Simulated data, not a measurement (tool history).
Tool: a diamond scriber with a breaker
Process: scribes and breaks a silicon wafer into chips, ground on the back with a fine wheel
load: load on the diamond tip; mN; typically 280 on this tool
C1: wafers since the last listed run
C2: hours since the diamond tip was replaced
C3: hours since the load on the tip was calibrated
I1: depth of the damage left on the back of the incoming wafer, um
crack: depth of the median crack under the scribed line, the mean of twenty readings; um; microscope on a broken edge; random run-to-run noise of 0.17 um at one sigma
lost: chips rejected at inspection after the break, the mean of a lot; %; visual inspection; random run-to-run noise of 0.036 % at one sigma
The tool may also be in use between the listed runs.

{"run": 1, "day": 0.0, "load": 336, "C1": 0, "C2": 199.7, "C3": 728, "I1": 2.4, "crack": 16.44, "lost": 3.12}
{"run": 2, "day": 0.521, "load": 336, "C1": 29, "C2": 212.2, "C3": 740.5, "I1": 1.53, "crack": 16.25, "lost": 2.63}
{"run": 3, "day": 1.479, "load": 336, "C1": 53, "C2": 235.2, "C3": 763.5, "I1": 2.57, "crack": 16.62, "lost": 2.77}
{"run": 4, "day": 2.35, "load": 280, "C1": 48, "C2": 256.1, "C3": 784.4, "I1": 2.26, "crack": 13.74, "lost": 1.47}
{"run": 5, "day": 2.938, "load": 280, "C1": 32, "C2": 270.2, "C3": 798.5, "I1": 1.95, "crack": 13.79, "lost": 1.58}
{"run": 6, "day": 4.242, "load": 280, "C1": 72, "C2": 301.5, "C3": 829.8, "I1": 1.79, "crack": 13.48, "lost": 1.53}
{"run": 7, "day": 4.862, "load": 280, "C1": 34, "C2": 316.4, "C3": 844.7, "I1": 2.32, "crack": 13.24, "lost": 1.87}
{"run": 8, "day": 5.633, "load": 280, "C1": 42, "C2": 334.9, "C3": 863.2, "I1": 2.31, "crack": 13.61, "lost": 1.73}
{"run": 9, "day": 6.229, "load": 232, "C1": 33, "C2": 349.2, "C3": 877.5, "I1": 1.71, "crack": 10.79, "lost": 12.23}
{"day": 6.679, "done": "load on the tip recalibrated"}
{"run": 10, "day": 7.258, "load": 280, "C1": 52, "C2": 373.9, "C3": 13.9, "I1": 2.07, "crack": 13.52, "lost": 1.75}
{"run": 11, "day": 8.15, "load": 280, "C1": 49, "C2": 395.3, "C3": 35.3, "I1": 1.8, "crack": 13.27, "lost": 1.54}

Run 12 has not been measured yet. What should we expect?
{"day": 9.538, "done": "diamond tip replaced by a new one"}
{"run": 12, "day": 9.638, "load": 339, "C1": 78, "C2": 2.4, "C3": 71, "I1": 2.51, "crack": "?", "lost": "?"}

Run 12 produced crack 17.33 um, lost 6 %.
Take away the tool's hidden state, keep the run-to-run variation as it was, and the same run would have given crack 17.44 um, lost 6.36 %.

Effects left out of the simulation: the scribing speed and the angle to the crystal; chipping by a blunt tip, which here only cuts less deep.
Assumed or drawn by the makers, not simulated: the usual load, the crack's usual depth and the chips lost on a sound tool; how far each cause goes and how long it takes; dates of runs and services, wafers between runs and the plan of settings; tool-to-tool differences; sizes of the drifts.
